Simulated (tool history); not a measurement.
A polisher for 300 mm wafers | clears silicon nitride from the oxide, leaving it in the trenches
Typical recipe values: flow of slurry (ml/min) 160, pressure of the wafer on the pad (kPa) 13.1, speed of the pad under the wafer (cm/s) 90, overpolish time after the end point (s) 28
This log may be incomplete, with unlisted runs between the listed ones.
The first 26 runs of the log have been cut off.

| run | day | flow of slurry (ml/min) | pressure of the wafer on the pad (kPa) | speed of the pad under the wafer (cm/s) | overpolish time after the end point (s) | incoming thickness of the incoming film, nm | time until the end point was called (s) |
|---|---|---|---|---|---|---|---|
| 27 | 101.229 | 125 | 9 | 66 | 41 | 66.4 | 294.8 |
| 28 | 103.342 | 160 | 14.5 | 90 | 23 | 65.1 | 127.6 |
| 29 | 105.354 | 110 | 8.3 | 90 | 28 | 64.4 | 232.7 |
| 30 | 108.188 | 160 | 13.1 | 90 | 28 | 65.1 | 142.6 |
| 31 | 109.712 | 160 | 17.9 | 100 | 43 | 65.9 | 94.7 |
| 32 | 111.696 | 205 | 10.3 | 82 | 28 | 65.5 | 195.8 |
|  | 113.762 | slurry nozzle cleaned |
| 33 | 114.096 | 160 | 13.1 | 90 | 28 | 65.9 | 145.6 |
|  | 114.592 | worn pad replaced by a new one |
| 34 | 117.279 | 160 | 8.3 | 90 | 14 | 64.6 | 221.5 |
|  | 118.767 | head pressure recalibrated |
| 35 | 120.483 | 160 | 13.1 | 90 | 28 | 66.1 | 143.6 |
| 36 | 124.483 | 210 | 10.3 | 90 | 28 | 65 | 174.1 |

Forecast each of these 4 alternatives for the next run:
| A | 124.504 | 160 | 13.1 | 90 | 28 | 64.7 | ? |
| B | 124.504 | 160 | 13.1 | 90 | 36 | 64.7 | ? |
| C | 124.504 | 160 | 13.1 | 104 | 19 | 64.7 | ? |
| D | 124.504 | 160 | 11.7 | 122 | 14 | 64.7 | ? |

| run | time until the end point was called (s) |
|---|---|
| A | 141.1 |
| B | 141.1 |
| C | 122.1 |
| D | 116.3 |
Take away the tool's hidden state, keep each run's random variation, and the runs would have read:
| run | time until the end point was called (s) |
|---|---|
| A | 141.1 |
| B | 141.1 |
| C | 122.1 |
| D | 116.3 |
